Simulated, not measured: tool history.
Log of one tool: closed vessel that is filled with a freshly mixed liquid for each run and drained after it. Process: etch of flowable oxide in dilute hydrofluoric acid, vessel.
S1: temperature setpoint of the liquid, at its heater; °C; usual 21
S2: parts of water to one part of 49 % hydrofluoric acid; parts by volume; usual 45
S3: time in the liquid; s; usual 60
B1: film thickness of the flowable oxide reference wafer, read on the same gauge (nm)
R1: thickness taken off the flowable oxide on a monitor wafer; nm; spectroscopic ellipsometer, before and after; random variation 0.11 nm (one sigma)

run 1 hour=0 | S1=21 S2=45 S3=70 | B1=79.99 | R1=35.17
run 2 hour=48.7 | S1=18.5 S2=45 S3=60 | B1=79.99 | R1=27.08
run 3 hour=140.3 | S1=18.5 S2=45 S3=60 | B1=79.99 | R1=26.9
run 4 hour=245.4 | S1=18.5 S2=45 S3=60 | B1=80.02 | R1=27.07
run 5 hour=292.5 | S1=18.5 S2=55 S3=60 | B1=80.02 | R1=21.9
run 6 hour=351.8 | S1=18.5 S2=55 S3=60 | B1=80.02 | R1=21.84
-- hour=424.3 thermometer replaced
run 7 hour=437.2 | S1=18.5 S2=55 S3=60 | B1=79.97 | R1=21.85
run 8 hour=489.4 | S1=21 S2=45 S3=60 | B1=80.04 | R1=29.84
run 9 hour=533.5 | S1=21 S2=45 S3=60 | B1=80 | R1=29.99
run 10 hour=583 | S1=21 S2=45 S3=60 | B1=80 | R1=29.88
run 11 hour=671.5 | S1=21 S2=45 S3=60 | B1=79.95 | R1=29.84
run 12 hour=730.7 | S1=21 S2=45 S3=60 | B1=79.99 | R1=29.77
run 13 hour=837 | S1=21 S2=45 S3=60 | B1=80.03 | R1=29.74
-- hour=925.8 hydrofluoric acid flow meter replaced
run 14 hour=931.6 | S1=24 S2=60 S3=60 | B1=80.01 | R1=25.35
-- hour=998.9 thermometer replaced
run 15 hour=1058.2 | S1=21 S2=45 S3=35 | B1=80.01 | R1=17.6
run 16 hour=1128.4 | S1=18.5 S2=55 S3=60 | B1=79.99 | R1=21.92
run 17 hour=1252.6 | S1=18.5 S2=50 S3=70 | B1=80.02 | R1=28.23
-- hour=1276.2 gauge calibrated
run 18 hour=1290.7 | S1=21 S2=25 S3=85 | B1=80.03 | R1=78.8
run 19 hour=1364.5 | S1=17 S2=35 S3=30 | B1=80.02 | R1=16.46
run 20 hour=1409.2 | S1=25 S2=55 S3=60 | B1=80.03 | R1=28.89
-- hour=1515.1 thermometer replaced
run 21 hour=1705.8 | S1=21 S2=60 S3=30 | B1=80 | R1=11.13
run 22 hour=1749 | S1=24 S2=55 S3=95 | B1=80 | R1=43.53
run 23 hour=1848.2 | S1=21 S2=30 S3=60 | B1=80.03 | R1=46.01
run 24 hour=1927.8 | S1=23 S2=60 S3=75 | B1=80 | R1=30.12
run 25 hour=2009.6 | S1=21 S2=45 S3=60 | B1=79.98 | R1=30.02

4 ways to go on from here, each from the tool as it stands after run 25. What would each give?
run A hour=2010.3 | S1=21 S2=25 S3=60 | B1=? | R1=?
run B hour=2010.3 | S1=24 S2=45 S3=35 | B1=? | R1=?
run C hour=2010.3 | S1=21 S2=35 S3=30 | B1=? | R1=?
run D hour=2010.3 | S1=18 S2=65 S3=30 | B1=? | R1=?

run=A B1=79.99 R1=55.51
run=B B1=79.99 R1=19.89
run=C B1=79.99 R1=19.58
run=D B1=79.99 R1=8.95
Without the tool's hidden state the same runs would have given:
run=A R1=56.01
run=B R1=20.07
run=C R1=19.76
run=D R1=9.03
